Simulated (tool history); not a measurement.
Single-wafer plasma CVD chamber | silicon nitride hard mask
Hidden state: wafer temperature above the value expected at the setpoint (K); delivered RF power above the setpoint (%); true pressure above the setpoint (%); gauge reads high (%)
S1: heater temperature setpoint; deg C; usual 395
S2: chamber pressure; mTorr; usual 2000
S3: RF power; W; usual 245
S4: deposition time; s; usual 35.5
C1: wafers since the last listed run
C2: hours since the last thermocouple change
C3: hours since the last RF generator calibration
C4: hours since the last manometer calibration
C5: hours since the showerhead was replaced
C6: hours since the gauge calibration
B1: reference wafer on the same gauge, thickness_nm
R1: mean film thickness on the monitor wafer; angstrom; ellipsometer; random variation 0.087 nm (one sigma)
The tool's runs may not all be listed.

run	hour	S1	S2	S3	S4	C1	C2	C3	C4	C5	C6	B1	R1
1	0	395	2000	215	35.5	0	2016.9	676.9	136.5	2984.7	1020.3	35.203	356.15
2	33.3	395	2000	210	35.5	740	2050.2	710.2	169.8	3018	1053.6	35.198	351.48
3	85	395	2000	210	35.5	1148	2101.9	761.9	221.5	3069.7	1105.3	35.194	351.2
4	247.5	395	2000	245	35.5	3611	2264.4	924.4	384	3232.2	1267.8	35.191	387.11
5	301.3	395	2380	245	35.5	1195	2318.2	978.2	437.8	3286	1321.6	35.2	402.52
6	345.5	395	2380	245	35.5	982	2362.4	1022.4	482	3330.2	1365.8	35.198	403.54
7	403.2	395	2240	245	37.5	1282	2420.1	1080.1	539.7	3387.9	1423.5	35.204	421.32
# hour 465: thermocouple changed; heater temperature recalibrated
8	472.3	395	2000	245	35.5	1357	7.3	1149.2	608.8	3457	1492.6	35.194	388.78
9	504	395	2000	245	35.5	704	39	1180.9	640.5	3488.7	1524.3	35.197	388.48
10	552.6	395	2000	245	35.5	1080	87.6	1229.5	689.1	3537.3	1572.9	35.184	389.21
11	613.4	395	1630	230	33.7	1351	148.4	1290.3	749.9	3598.1	1633.7	35.197	339.28
12	642.1	395	1860	245	35.5	637	177.1	1319	778.6	3626.8	1662.4	35.208	381.92
13	668.6	395	1730	295	35.5	588	203.6	1345.5	805.1	3653.3	1688.9	35.202	421.79
# hour 686.8: gauge calibrated
14	735	395	2000	245	35.5	1475	270	1411.9	871.5	3719.7	48.2	35.205	388.67
15	784.1	395	2000	245	35.5	1091	319.1	1461	920.6	3768.8	97.3	35.209	388.41
16	826.3	391	2000	245	33.1	937	361.3	1503.2	962.8	3811	139.5	35.214	363.44
# hour 854.4: showerhead replaced
17	859.7	395	2000	245	35.5	564	394.7	1536.6	996.2	5.3	172.9	35.181	388.8
18	911.4	407	2000	245	35.5	1148	446.4	1588.3	1047.9	57	224.6	35.203	386.04
# hour 968.9: RF generator calibrated
19	970.2	395	2330	245	35.5	1128	505.2	1.3	1106.7	115.8	283.4	35.201	401.53
20	1020.8	395	2410	245	35.5	1124	555.8	51.9	1157.3	166.4	334	35.206	403.86
21	1049	395	2000	280	38.8	626	584	80.1	1185.5	194.6	362.2	35.2	462.58
22	1079.7	390	2360	245	35.5	682	614.7	110.8	1216.2	225.3	392.9	35.192	402.62
# hour 1114.7: capacitance manometer re-zeroed and calibrated
23	1228.7	395	2000	245	35.5	3133	763.7	259.8	114	374.3	541.9	35.196	388.8
24	1276	395	2310	245	35.5	1051	811	307.1	161.3	421.6	589.2	35.208	400.93
25	1344	395	2000	270	42.3	1511	879	375.1	229.3	489.6	657.2	35.201	492.53
26	1410.6	395	1840	245	35.5	1480	945.6	441.7	295.9	556.2	723.8	35.199	380.89
27	1446.6	395	1630	230	33.7	800	981.6	477.7	331.9	592.2	759.8	35.182	338.27
28	1506.1	395	2000	245	35.5	1322	1041.1	537.2	391.4	651.7	819.3	35.193	389.21

Forecast run 29:
29	1555.5	381	2150	195	29.5	1097	1090.5	586.6	440.8	701.1	868.7	?	?

B1: 35.199
R1: 284.78 angstrom
Without the tool's hidden state the same run would have given R1 284.78 angstrom.
